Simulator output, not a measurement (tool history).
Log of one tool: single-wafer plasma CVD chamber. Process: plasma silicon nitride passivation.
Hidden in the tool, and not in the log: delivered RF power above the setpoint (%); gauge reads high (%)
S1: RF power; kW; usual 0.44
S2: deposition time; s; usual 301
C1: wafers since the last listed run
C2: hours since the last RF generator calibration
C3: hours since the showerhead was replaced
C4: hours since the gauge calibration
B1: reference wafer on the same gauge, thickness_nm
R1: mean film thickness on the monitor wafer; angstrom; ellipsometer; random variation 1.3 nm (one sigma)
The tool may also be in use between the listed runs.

run	hour	S1	S2	C1	C2	C3	C4	B1	R1
1	0	0.44	301	0	1833.6	4908.2	530.8	381.278	4562.9
2	64.3	0.44	301	231	1897.9	4972.5	595.1	381.65	4594.52
3	168.4	0.44	301	374	2002	5076.6	699.2	380.498	4561.51
4	262	0.44	273	336	2095.6	5170.2	792.8	380.954	4125.37
5	363.6	0.44	273	365	2197.2	5271.8	894.4	380.854	4112.38
6	428.9	0.44	273	234	2262.5	5337.1	959.7	380.99	4105.99
7	480.2	0.485	301	184	2313.8	5388.4	1011	381.034	4633.83
8	528.6	0.485	301	173	2362.2	5436.8	1059.4	380.921	4649.21
9	624.1	0.485	301	343	2457.7	5532.3	1154.9	380.728	4615.63
10	671.5	0.44	253	170	2505.1	5579.7	1202.3	380.703	3791.51
# hour 695.2: RF generator calibrated
11	734.2	0.51	284	196	39	5642.4	1265	380.591	4502
12	833.4	0.515	334	356	138.2	5741.6	1364.2	380.936	5309.45
13	936.9	0.47	245	371	241.7	5845.1	1467.7	381.005	3810.3
14	1013	0.385	320	273	317.8	5921.2	1543.8	380.884	4779.98
# hour 1066.7: gauge calibrated
15	1106	0.44	301	334	410.8	6014.2	39.3	381.072	4615.41
16	1176.3	0.41	301	252	481.1	6084.5	109.6	380.913	4578.59
# hour 1243.1: showerhead replaced
17	1261.2	0.44	301	276	566	18.1	194.5	381.298	4618.6
18	1424.3	0.52	334	586	729.1	181.2	357.6	381.217	5325.84
19	1470.9	0.375	244	167	775.7	227.8	404.2	381.278	3620.38
20	1561.1	0.52	283	324	865.9	318	494.4	381.169	4524.25
21	1655.5	0.44	301	339	960.3	412.4	588.8	381.279	4611.81

Hidden state or all else? Some run-to-run changes of R1, split into what the settings, what came in and random variation would give without the hidden state, and what is left for the hidden state (with any gauge scatter that isn't in both results):
Run 9 -> 10: S1 0.485 -> 0.44, S2 301 -> 253. R1 -824.12 angstrom: hidden state +18.19, all else -842.31.
Run 10 -> 11: S1 0.44 -> 0.51, S2 253 -> 284, RF generator calibrated. R1 +710.49 angstrom: hidden state +93.47, all else +617.02.
Run 12 -> 13: S1 0.515 -> 0.47, S2 334 -> 245. R1 -1499.15 angstrom: hidden state +3.4, all else -1502.55.
Run 18 -> 19: S1 0.52 -> 0.375, S2 334 -> 244. R1 -1705.46 angstrom: hidden state +6.93, all else -1712.39.
